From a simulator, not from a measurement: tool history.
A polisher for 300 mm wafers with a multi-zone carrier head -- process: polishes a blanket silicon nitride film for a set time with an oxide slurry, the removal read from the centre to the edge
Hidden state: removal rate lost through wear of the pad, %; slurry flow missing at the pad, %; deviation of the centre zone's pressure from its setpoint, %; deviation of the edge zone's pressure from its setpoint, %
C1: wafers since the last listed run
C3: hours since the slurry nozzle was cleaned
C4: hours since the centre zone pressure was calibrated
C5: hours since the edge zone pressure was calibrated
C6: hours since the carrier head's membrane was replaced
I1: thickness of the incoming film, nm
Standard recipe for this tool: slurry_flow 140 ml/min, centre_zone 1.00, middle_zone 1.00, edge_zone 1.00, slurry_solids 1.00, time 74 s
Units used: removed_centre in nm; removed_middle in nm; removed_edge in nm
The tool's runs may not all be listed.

{"run": 1, "hour": 0.0, "slurry_flow": 140, "centre_zone": 1.0, "middle_zone": 1.0, "edge_zone": 1.0, "slurry_solids": 1.0, "time": 74, "C1": 0, "wafers polished on this pad": 503, "C3": 541.3, "C4": 392.0, "C5": 782.6, "C6": 121.2, "I1": 442.1, "removed_centre": 63.1, "removed_middle": 58.4, "removed_edge": 59.8}
{"run": 2, "hour": 37.4, "slurry_flow": 140, "centre_zone": 1.0, "middle_zone": 1.0, "edge_zone": 1.0, "slurry_solids": 1.0, "time": 74, "C1": 331, "wafers polished on this pad": 835, "C3": 578.7, "C4": 429.4, "C5": 820.0, "C6": 158.6, "I1": 450.9, "removed_centre": 63.2, "removed_middle": 58.8, "removed_edge": 60.0}
{"run": 3, "hour": 90.9, "slurry_flow": 140, "centre_zone": 1.0, "middle_zone": 1.0, "edge_zone": 1.0, "slurry_solids": 1.0, "time": 74, "C1": 474, "wafers polished on this pad": 1309, "C3": 632.2, "C4": 482.9, "C5": 873.5, "C6": 212.1, "I1": 455.4, "removed_centre": 63.7, "removed_middle": 59.2, "removed_edge": 59.9}
{"hour": 136.7, "done": "worn pad replaced by a new one"}
{"run": 4, "hour": 137.2, "slurry_flow": 140, "centre_zone": 1.0, "middle_zone": 1.0, "edge_zone": 1.08, "slurry_solids": 1.0, "time": 74, "C1": 375, "wafers polished on this pad": 4, "C3": 678.5, "C4": 529.2, "C5": 919.8, "C6": 258.4, "I1": 441.7, "removed_centre": 64.0, "removed_middle": 59.7, "removed_edge": 61.8}
{"run": 5, "hour": 160.5, "slurry_flow": 140, "centre_zone": 1.0, "middle_zone": 1.0, "edge_zone": 1.08, "slurry_solids": 1.0, "time": 74, "C1": 206, "wafers polished on this pad": 210, "C3": 701.8, "C4": 552.5, "C5": 943.1, "C6": 281.7, "I1": 445.9, "removed_centre": 64.4, "removed_middle": 61.4, "removed_edge": 61.8}
{"run": 6, "hour": 198.6, "slurry_flow": 140, "centre_zone": 1.0, "middle_zone": 1.0, "edge_zone": 0.92, "slurry_solids": 1.0, "time": 74, "C1": 337, "wafers polished on this pad": 548, "C3": 739.9, "C4": 590.6, "C5": 981.2, "C6": 319.8, "I1": 442.3, "removed_centre": 63.7, "removed_middle": 60.6, "removed_edge": 57.5}
{"run": 7, "hour": 253.8, "slurry_flow": 140, "centre_zone": 1.0, "middle_zone": 0.93, "edge_zone": 1.0, "slurry_solids": 1.0, "time": 74, "C1": 489, "wafers polished on this pad": 1037, "C3": 795.1, "C4": 645.8, "C5": 1036.4, "C6": 375.0, "I1": 453.4, "removed_centre": 63.9, "removed_middle": 56.2, "removed_edge": 59.9}
{"run": 8, "hour": 313.7, "slurry_flow": 140, "centre_zone": 1.0, "middle_zone": 1.0, "edge_zone": 1.0, "slurry_solids": 1.0, "time": 74, "C1": 531, "wafers polished on this pad": 1568, "C3": 855.0, "C4": 705.7, "C5": 1096.3, "C6": 434.9, "I1": 441.2, "removed_centre": 64.8, "removed_middle": 58.1, "removed_edge": 60.3}
{"hour": 339.2, "done": "worn pad replaced by a new one"}
{"run": 9, "hour": 373.3, "slurry_flow": 140, "centre_zone": 1.0, "middle_zone": 1.0, "edge_zone": 1.0, "slurry_solids": 1.0, "time": 74, "C1": 492, "wafers polished on this pad": 301, "C3": 914.6, "C4": 765.3, "C5": 1155.9, "C6": 494.5, "I1": 457.8, "removed_centre": 64.2, "removed_middle": 61.1, "removed_edge": 60.0}
{"hour": 392.0, "done": "centre zone pressure recalibrated"}
{"hour": 434.7, "done": "edge zone pressure recalibrated"}
{"run": 10, "hour": 440.8, "slurry_flow": 140, "centre_zone": 1.0, "middle_zone": 1.0, "edge_zone": 1.0, "slurry_solids": 1.0, "time": 74, "C1": 562, "wafers polished on this pad": 864, "C3": 982.1, "C4": 48.8, "C5": 6.1, "C6": 562.0, "I1": 447.6, "removed_centre": 62.0, "removed_middle": 59.2, "removed_edge": 60.3}
{"hour": 450.6, "done": "carrier head's membrane replaced by a new one"}
{"hour": 451.9, "done": "slurry nozzle cleaned"}
{"run": 11, "hour": 483.5, "slurry_flow": 105, "centre_zone": 1.0, "middle_zone": 1.0, "edge_zone": 0.93, "slurry_solids": 1.0, "time": 74, "C1": 325, "wafers polished on this pad": 1190, "C3": 31.6, "C4": 91.5, "C5": 48.8, "C6": 32.9, "I1": 457.5, "removed_centre": 57.1, "removed_middle": 55.7, "removed_edge": 55.6}
{"run": 12, "hour": 509.4, "slurry_flow": 110, "centre_zone": 1.0, "middle_zone": 1.0, "edge_zone": 1.0, "slurry_solids": 1.0, "time": 74, "C1": 229, "wafers polished on this pad": 1419, "C3": 57.5, "C4": 117.4, "C5": 74.7, "C6": 58.8, "I1": 444.8, "removed_centre": 59.0, "removed_middle": 56.2, "removed_edge": 57.9}
{"run": 13, "hour": 536.9, "slurry_flow": 95, "centre_zone": 1.0, "middle_zone": 0.92, "edge_zone": 1.0, "slurry_solids": 1.0, "time": 81, "C1": 243, "wafers polished on this pad": 1663, "C3": 85.0, "C4": 144.9, "C5": 102.2, "C6": 86.3, "I1": 442.0, "removed_centre": 60.7, "removed_middle": 54.6, "removed_edge": 61.4}
{"hour": 541.6, "done": "worn pad replaced by a new one"}
{"run": 14, "hour": 585.7, "slurry_flow": 120, "centre_zone": 1.0, "middle_zone": 1.0, "edge_zone": 1.0, "slurry_solids": 1.0, "time": 74, "C1": 397, "wafers polished on this pad": 391, "C3": 133.8, "C4": 193.7, "C5": 151.0, "C6": 135.1, "I1": 444.2, "removed_centre": 61.1, "removed_middle": 56.2, "removed_edge": 58.3}
{"run": 15, "hour": 639.7, "slurry_flow": 140, "centre_zone": 1.0, "middle_zone": 1.11, "edge_zone": 1.0, "slurry_solids": 1.0, "time": 88, "C1": 478, "wafers polished on this pad": 869, "C3": 187.8, "C4": 247.7, "C5": 205.0, "C6": 189.1, "I1": 451.8, "removed_centre": 76.7, "removed_middle": 76.5, "removed_edge": 70.9}
{"run": 16, "hour": 681.9, "slurry_flow": 140, "centre_zone": 1.0, "middle_zone": 1.0, "edge_zone": 1.0, "slurry_solids": 1.0, "time": 74, "C1": 374, "wafers polished on this pad": 1244, "C3": 230.0, "C4": 289.9, "C5": 247.2, "C6": 231.3, "I1": 457.9, "removed_centre": 64.4, "removed_middle": 61.9, "removed_edge": 60.1}
{"hour": 738.9, "done": "worn pad replaced by a new one"}
{"run": 17, "hour": 743.5, "slurry_flow": 140, "centre_zone": 1.0, "middle_zone": 1.0, "edge_zone": 1.0, "slurry_solids": 1.0, "time": 74, "C1": 510, "wafers polished on this pad": 40, "C3": 291.6, "C4": 351.5, "C5": 308.8, "C6": 292.9, "I1": 448.7, "removed_centre": 63.9, "removed_middle": 60.9, "removed_edge": 59.3}
{"run": 18, "hour": 807.7, "slurry_flow": 175, "centre_zone": 1.0, "middle_zone": 1.0, "edge_zone": 1.0, "slurry_solids": 1.15, "time": 74, "C1": 569, "wafers polished on this pad": 609, "C3": 355.8, "C4": 415.7, "C5": 373.0, "C6": 357.1, "I1": 444.7, "removed_centre": 76.3, "removed_middle": 70.0, "removed_edge": 67.8}
{"run": 19, "hour": 852.3, "slurry_flow": 140, "centre_zone": 1.0, "middle_zone": 1.0, "edge_zone": 1.0, "slurry_solids": 1.0, "time": 74, "C1": 395, "wafers polished on this pad": 1004, "C3": 400.4, "C4": 460.3, "C5": 417.6, "C6": 401.7, "I1": 442.1, "removed_centre": 65.0, "removed_middle": 60.3, "removed_edge": 59.8}
{"run": 20, "hour": 911.9, "slurry_flow": 140, "centre_zone": 1.0, "middle_zone": 1.0, "edge_zone": 1.0, "slurry_solids": 1.0, "time": 66, "C1": 528, "wafers polished on this pad": 1533, "C3": 460.0, "C4": 519.9, "C5": 477.2, "C6": 461.3, "I1": 443.0, "removed_centre": 58.7, "removed_middle": 52.6, "removed_edge": 53.6}
{"hour": 931.3, "done": "worn pad replaced by a new one"}
{"run": 21, "hour": 967.1, "slurry_flow": 140, "centre_zone": 1.0, "middle_zone": 1.0, "edge_zone": 1.0, "slurry_solids": 1.1, "time": 74, "C1": 453, "wafers polished on this pad": 317, "C3": 515.2, "C4": 575.1, "C5": 532.4, "C6": 516.5, "I1": 450.8, "removed_centre": 70.2, "removed_middle": 63.5, "removed_edge": 64.5}

Predict each of these 4 candidate next runs independently; none follows another, all start after run 21:
{"run": "A", "hour": 967.6, "slurry_flow": 140, "centre_zone": 0.89, "middle_zone": 1.0, "edge_zone": 1.0, "slurry_solids": 1.0, "time": 74, "C1": 4, "wafers polished on this pad": 321, "C3": 515.7, "C4": 575.6, "C5": 532.9, "C6": 517.0, "I1": 449.2, "removed_centre": "?", "removed_middle": "?", "removed_edge": "?"}
{"run": "B", "hour": 967.6, "slurry_flow": 140, "centre_zone": 1.0, "middle_zone": 1.0, "edge_zone": 1.06, "slurry_solids": 1.0, "time": 74, "C1": 4, "wafers polished on this pad": 321, "C3": 515.7, "C4": 575.6, "C5": 532.9, "C6": 517.0, "I1": 449.2, "removed_centre": "?", "removed_middle": "?", "removed_edge": "?"}
{"run": "C", "hour": 967.6, "slurry_flow": 140, "centre_zone": 1.0, "middle_zone": 1.0, "edge_zone": 1.11, "slurry_solids": 1.0, "time": 74, "C1": 4, "wafers polished on this pad": 321, "C3": 515.7, "C4": 575.6, "C5": 532.9, "C6": 517.0, "I1": 449.2, "removed_centre": "?", "removed_middle": "?", "removed_edge": "?"}
{"run": "D", "hour": 967.6, "slurry_flow": 185, "centre_zone": 1.0, "middle_zone": 1.0, "edge_zone": 1.0, "slurry_solids": 1.0, "time": 74, "C1": 4, "wafers polished on this pad": 321, "C3": 515.7, "C4": 575.6, "C5": 532.9, "C6": 517.0, "I1": 449.2, "removed_centre": "?", "removed_middle": "?", "removed_edge": "?"}

run=A removed_centre=58.8 removed_middle=61.0 removed_edge=59.7
run=B removed_centre=66.1 removed_middle=61.0 removed_edge=61.4
run=C removed_centre=66.1 removed_middle=60.9 removed_edge=62.8
run=D removed_centre=70.2 removed_middle=64.3 removed_edge=62.0
Without the tool's unlogged condition, the same runs would have read:
run=A removed_centre=53.8 removed_middle=61.0 removed_edge=59.7
run=B removed_centre=60.6 removed_middle=61.0 removed_edge=61.4
run=C removed_centre=60.6 removed_middle=61.0 removed_edge=62.8
run=D removed_centre=64.3 removed_middle=64.3 removed_edge=62.0
